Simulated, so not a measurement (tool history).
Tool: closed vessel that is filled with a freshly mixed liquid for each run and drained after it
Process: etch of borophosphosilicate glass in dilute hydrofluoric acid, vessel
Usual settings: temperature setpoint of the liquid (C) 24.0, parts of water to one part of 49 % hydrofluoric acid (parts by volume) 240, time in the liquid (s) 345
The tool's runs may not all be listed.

run   hour  temperature setpoint of the liquid (C)  parts of water to one part of 49 % hydrofluoric acid (parts by volume)  time in the liquid (s)  wafers since the last listed run  hours since the thermometer was replaced  hours since the hydrofluoric acid flow meter was replaced  hours since the gauge calibration  read-back film thickness of the borophosphosilicate glass reference wafer, read on the same gauge (nm)  thickness taken off the borophosphosilicate glass on a monitor wafer (angstrom)
  1    0.0                                    21.0                                                                     290                     345                                 0                                     396.2                                                      569.3                              639.5                                                                                                   89.98                                                                            356.5
  2   15.7                                    26.0                                                                     240                     345                              1200                                     411.9                                                      585.0                              655.2                                                                                                   89.99                                                                            537.8
  3   25.4                                    27.5                                                                     240                     345                               741                                     421.6                                                      594.7                              664.9                                                                                                   89.96                                                                            569.6
  4   35.2                                    27.5                                                                     240                     345                               749                                     431.4                                                      604.5                              674.7                                                                                                   90.01                                                                            565.5
  5   46.8                                    24.0                                                                     240                     345                               887                                     443.0                                                      616.1                              686.3                                                                                                   89.99                                                                            501.0
  6   55.6                                    24.0                                                                     240                     345                               673                                     451.8                                                      624.9                              695.1                                                                                                   90.04                                                                            504.9
  7   63.9                                    24.0                                                                     240                     345                               634                                     460.1                                                      633.2                              703.4                                                                                                   90.05                                                                            507.5
  8   80.1                                    24.0                                                                     240                     395                              1239                                     476.3                                                      649.4                              719.6                                                                                                   90.00                                                                            586.8
  9   95.7                                    24.0                                                                     240                     345                              1193                                     491.9                                                      665.0                              735.2                                                                                                   90.01                                                                            514.9
 10  106.5                                    24.0                                                                     240                     345                               826                                     502.7                                                      675.8                              746.0                                                                                                   89.98                                                                            506.6
     116.5  -- gauge calibrated
 11  118.4                                    28.0                                                                     140                     280                               910                                     514.6                                                      687.7                                1.9                                                                                                   90.02                                                                            920.0
 12  134.9                                    24.0                                                                     170                     345                              1261                                     531.1                                                      704.2                               18.4                                                                                                   89.99                                                                            781.6
 13  149.9                                    19.0                                                                     295                     345                              1147                                     546.1                                                      719.2                               33.4                                                                                                   89.98                                                                            332.3
 14  157.5                                    24.0                                                                     240                     345                               581                                     553.7                                                      726.8                               41.0                                                                                                   90.03                                                                            521.5
 15  174.5                                    24.0                                                                     240                     345                              1300                                     570.7                                                      743.8                               58.0                                                                                                   90.03                                                                            525.9
 16  185.0                                    28.5                                                                     200                     175                               803                                     581.2                                                      754.3                               68.5                                                                                                   89.98                                                                            382.3
 17  195.3                                    24.0                                                                     280                     345                               787                                     591.5                                                      764.6                               78.8                                                                                                   89.97                                                                            427.5
 18  208.6                                    24.0                                                                     165                     345                              1017                                     604.8                                                      777.9                               92.1                                                                                                   90.06                                                                            828.7
     212.9  -- hydrofluoric acid flow meter replaced
     218.7  -- thermometer replaced
 19  224.8                                    27.5                                                                     240                     145                              1086                                       6.1                                                       11.9                              108.3                                                                                                   90.03                                                                            211.0
 20  234.8                                    21.0                                                                     305                     510                               764                                      16.1                                                       21.9                              118.3                                                                                                   90.02                                                                            443.7
 21  248.4                                    24.0                                                                     190                     210                              1040                                      29.7                                                       35.5                              131.9                                                                                                   90.01                                                                            369.6
 22  264.2                                    20.5                                                                     285                     150                              1208                                      45.5                                                       51.3                              147.7                                                                                                   89.99                                                                            140.3
 23  277.9                                    20.0                                                                     160                     170                              1047                                      59.2                                                       65.0                              161.4                                                                                                   90.02                                                                            313.8
 24  291.4                                    24.0                                                                     240                     345                              1032                                      72.7                                                       78.5                              174.9                                                                                                   90.00                                                                            459.1
 25  307.9                                    21.5                                                                     240                     345                              1261                                      89.2                                                       95.0                              191.4                                                                                                   90.05                                                                            416.3
 26  323.5                                    24.0                                                                     170                     345                              1193                                     104.8                                                      110.6                              207.0                                                                                                   89.97                                                                            696.4
 27  336.1                                    28.0                                                                     240                     185                               963                                     117.4                                                      123.2                              219.6                                                                                                   90.01                                                                            288.4
 28  386.2                                    29.0                                                                     330                     535                              3831                                     167.5                                                      173.3                              269.7                                                                                                   90.00                                                                            574.6
 29  399.3                                    26.5                                                                     150                     345                              1001                                     180.6                                                      186.4                              282.8                                                                                                   90.05                                                                            927.9
 30  415.3                                    24.0                                                                     240                     345                              1223                                     196.6                                                      202.4                              298.8                                                                                                   90.01                                                                            464.7
 31  428.1                                    24.0                                                                     240                     345                               978                                     209.4                                                      215.2                              311.6                                                                                                   90.03                                                                            476.7
 32  445.5                                    21.5                                                                     240                     220                              1330                                     226.8                                                      232.6                              329.0                                                                                                   89.96                                                                            277.4

Hidden state or all else? Some run-to-run changes of thickness taken off the borophosphosilicate glass on a monitor wafer (angstrom), split into what the settings, what came in and random variation would give without the hidden state, and what is left for the hidden state (with any gauge scatter that isn't in both results):
The hidden state here: liquid hotter than its thermometer reads (K); hydrofluoric acid flow above the setpoint (%); gauge reads high (%).
Run 12 -> 13: temperature setpoint of the liquid (C) 24.0 -> 19.0, parts of water to one part of 49 % hydrofluoric acid (parts by volume) 170 -> 295. thickness taken off the borophosphosilicate glass on a monitor wafer (angstrom) -449.3: hidden state -58.6, all else -390.7.
Run 17 -> 18: parts of water to one part of 49 % hydrofluoric acid (parts by volume) 280 -> 165. thickness taken off the borophosphosilicate glass on a monitor wafer (angstrom) +401.2: hidden state +60.3, all else +340.9.
Run 18 -> 19: temperature setpoint of the liquid (C) 24.0 -> 27.5, parts of water to one part of 49 % hydrofluoric acid (parts by volume) 165 -> 240, time in the liquid (s) 345 -> 145, hydrofluoric acid flow meter replaced, thermometer replaced. thickness taken off the borophosphosilicate glass on a monitor wafer (angstrom) -617.7: hidden state -120.4, all else -497.3.
Run 29 -> 30: temperature setpoint of the liquid (C) 26.5 -> 24.0, parts of water to one part of 49 % hydrofluoric acid (parts by volume) 150 -> 240. thickness taken off the borophosphosilicate glass on a monitor wafer (angstrom) -463.2: hidden state -21.2, all else -442.0.
